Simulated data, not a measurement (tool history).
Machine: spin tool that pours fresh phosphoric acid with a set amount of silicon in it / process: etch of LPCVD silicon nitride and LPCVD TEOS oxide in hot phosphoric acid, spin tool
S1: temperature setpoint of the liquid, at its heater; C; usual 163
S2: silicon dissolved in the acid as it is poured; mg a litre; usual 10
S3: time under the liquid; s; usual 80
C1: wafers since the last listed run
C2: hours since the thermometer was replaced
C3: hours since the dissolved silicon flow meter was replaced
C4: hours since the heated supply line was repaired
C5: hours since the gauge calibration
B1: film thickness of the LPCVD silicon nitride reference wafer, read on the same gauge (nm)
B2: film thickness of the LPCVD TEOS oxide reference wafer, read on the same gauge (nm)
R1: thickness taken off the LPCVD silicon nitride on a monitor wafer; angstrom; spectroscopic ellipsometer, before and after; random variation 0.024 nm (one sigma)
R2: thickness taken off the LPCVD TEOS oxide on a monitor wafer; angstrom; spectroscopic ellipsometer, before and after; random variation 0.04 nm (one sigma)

Run 1, hour 0: usual settings; C1 0; C2 1781.8; C3 2295.3; C4 1667.1; C5 1553.5; B1 50; B2 80.02. Result: R1 63.8 angstrom, R2 6.5 angstrom.
At hour 47.6: dissolved silicon flow meter replaced.
Run 2, hour 103.8: usual settings but S1 163.5 C, S3 95 s; C1 631; C2 1885.6; C3 56.2; C4 1770.9; C5 1657.3; B1 50.03; B2 80.009. Result: R1 77.7 angstrom, R2 7.06 angstrom.
Run 3, hour 301.2: usual settings but S2 15.5 mg a litre, S3 120 s; C1 1212; C2 2083; C3 253.6; C4 1968.3; C5 1854.7; B1 49.99; B2 79.953. Result: R1 96.3 angstrom, R2 8.04 angstrom.
Run 4, hour 353.6: usual settings; C1 321; C2 2135.4; C3 306; C4 2020.7; C5 1907.1; B1 50.06; B2 80.036. Result: R1 64.5 angstrom, R2 6.54 angstrom.
At hour 410.4: thermometer replaced.
Run 5, hour 446.9: usual settings but S2 4 mg a litre; C1 567; C2 36.5; C3 399.3; C4 2114; C5 2000.4; B1 50.03; B2 80.058. Result: R1 63 angstrom, R2 5.86 angstrom.
Run 6, hour 619.2: usual settings but S1 161.5 C; C1 1058; C2 208.8; C3 571.6; C4 2286.3; C5 2172.7; B1 50; B2 79.977. Result: R1 59.8 angstrom, R2 4.09 angstrom.
Run 7, hour 656.3: usual settings but S1 164 C, S2 12.5 mg a litre, S3 50 s; C1 227; C2 245.9; C3 608.7; C4 2323.4; C5 2209.8; B1 49.99; B2 79.963. Result: R1 40.7 angstrom, R2 3.49 angstrom.
Run 8, hour 739.5: usual settings but S1 161 C, S3 50 s; C1 511; C2 329.1; C3 691.9; C4 2406.6; C5 2293; B1 49.96; B2 80.015. Result: R1 36.7 angstrom, R2 2.61 angstrom.
Run 9, hour 779.3: usual settings but S1 160.5 C; C1 244; C2 368.9; C3 731.7; C4 2446.4; C5 2332.8; B1 50.05; B2 79.964. Result: R1 58.5 angstrom, R2 4.15 angstrom.
Run 10, hour 845.6: usual settings but S1 165.5 C, S2 13.5 mg a litre, S3 45 s; C1 407; C2 435.2; C3 798; C4 2512.7; C5 2399.1; B1 49.98; B2 80.015. Result: R1 38.4 angstrom, R2 3.42 angstrom.
At hour 889.6: heated supply line repaired.
Run 11, hour 919.2: usual settings but S1 165 C, S2 15 mg a litre; C1 446; C2 508.8; C3 871.6; C4 29.6; C5 2472.7; B1 50.03; B2 79.988. Result: R1 67.6 angstrom, R2 5.92 angstrom.
At hour 965.3: gauge calibrated.
Run 12, hour 1023.9: usual settings but S1 161 C, S3 110 s; C1 643; C2 613.5; C3 976.3; C4 134.3; C5 58.6; B1 50.04; B2 79.977. Result: R1 81.1 angstrom, R2 6.9 angstrom.
Run 13, hour 1117.7: usual settings but S1 160.5 C, S2 3.5 mg a litre, S3 45 s; C1 576; C2 707.3; C3 1070.1; C4 228.1; C5 152.4; B1 49.96; B2 80.02. Result: R1 32.9 angstrom, R2 2.67 angstrom.
Run 14, hour 1196.6: usual settings; C1 484; C2 786.2; C3 1149; C4 307; C5 231.3; B1 49.97; B2 79.976. Result: R1 63.2 angstrom, R2 5.97 angstrom.
Run 15, hour 1259.1: usual settings but S1 162 C, S2 14.5 mg a litre, S3 60 s; C1 383; C2 848.7; C3 1211.5; C4 369.5; C5 293.8; B1 49.99; B2 80.009. Result: R1 46.1 angstrom, R2 3.13 angstrom.
Run 16, hour 1310.8: usual settings but S3 115 s; C1 317; C2 900.4; C3 1263.2; C4 421.2; C5 345.5; B1 49.98; B2 80.008. Result: R1 91.2 angstrom, R2 7.74 angstrom.
Run 17, hour 1358.4: usual settings but S1 161.5 C, S3 45 s; C1 292; C2 948; C3 1310.8; C4 468.8; C5 393.1; B1 50.01; B2 80.008. Result: R1 33.9 angstrom, R2 2.69 angstrom.
Run 18, hour 1439.6: usual settings but S1 164.5 C, S2 17.5 mg a litre, S3 110 s; C1 498; C2 1029.2; C3 1392; C4 550; C5 474.3; B1 50.03; B2 80.019. Result: R1 91.7 angstrom, R2 7.06 angstrom.
Run 19, hour 1480.5: usual settings but S2 4.5 mg a litre, S3 70 s; C1 251; C2 1070.1; C3 1432.9; C4 590.9; C5 515.2; B1 49.99; B2 79.981. Result: R1 55.9 angstrom, R2 5.66 angstrom.
Run 20, hour 1547.9: usual settings but S1 160 C; C1 414; C2 1137.5; C3 1500.3; C4 658.3; C5 582.6; B1 49.96; B2 80.008. Result: R1 57.8 angstrom, R2 3.9 angstrom.
Run 21, hour 1591.1: usual settings; C1 265; C2 1180.7; C3 1543.5; C4 701.5; C5 625.8; B1 49.98; B2 79.976. Result: R1 63.7 angstrom, R2 6.08 angstrom.

Here are 5 independent what-if runs from the current tool condition. What would each one return?
Run A, hour 1591.5: usual settings but S2 14 mg a litre; C1 2; C2 1181.1; C3 1543.9; C4 701.9; C5 626.2; B1 ?; B2 ?. Result: R1 ?, R2 ?.
Run B, hour 1591.5: usual settings but S1 161 C, S2 16 mg a litre, S3 60 s; C1 2; C2 1181.1; C3 1543.9; C4 701.9; C5 626.2; B1 ?; B2 ?. Result: R1 ?, R2 ?.
Run C, hour 1591.5: usual settings but S1 160 C, S2 16 mg a litre, S3 65 s; C1 2; C2 1181.1; C3 1543.9; C4 701.9; C5 626.2; B1 ?; B2 ?. Result: R1 ?, R2 ?.
Run D, hour 1591.5: usual settings but S1 162 C, S2 5.5 mg a litre, S3 30 s; C1 2; C2 1181.1; C3 1543.9; C4 701.9; C5 626.2; B1 ?; B2 ?. Result: R1 ?, R2 ?.
Run E, hour 1591.5: usual settings but S1 161.5 C, S3 95 s; C1 2; C2 1181.1; C3 1543.9; C4 701.9; C5 626.2; B1 ?; B2 ?. Result: R1 ?, R2 ?.

run     B1  B2    R1    R2
  A  49.98  80  63.5  4.53
  B  49.98  80  44.6  2.79
  C  49.98  80  46.7  2.81
  D  49.98  80  23.1  1.91
  E  49.98  80  71.8  5.29
Without the tool's hidden state the same runs would have given:
run    R1    R2
  A  62.5  4.38
  B  43.9   2.7
  C    46  2.71
  D  22.7  1.84
  E  70.7  5.11
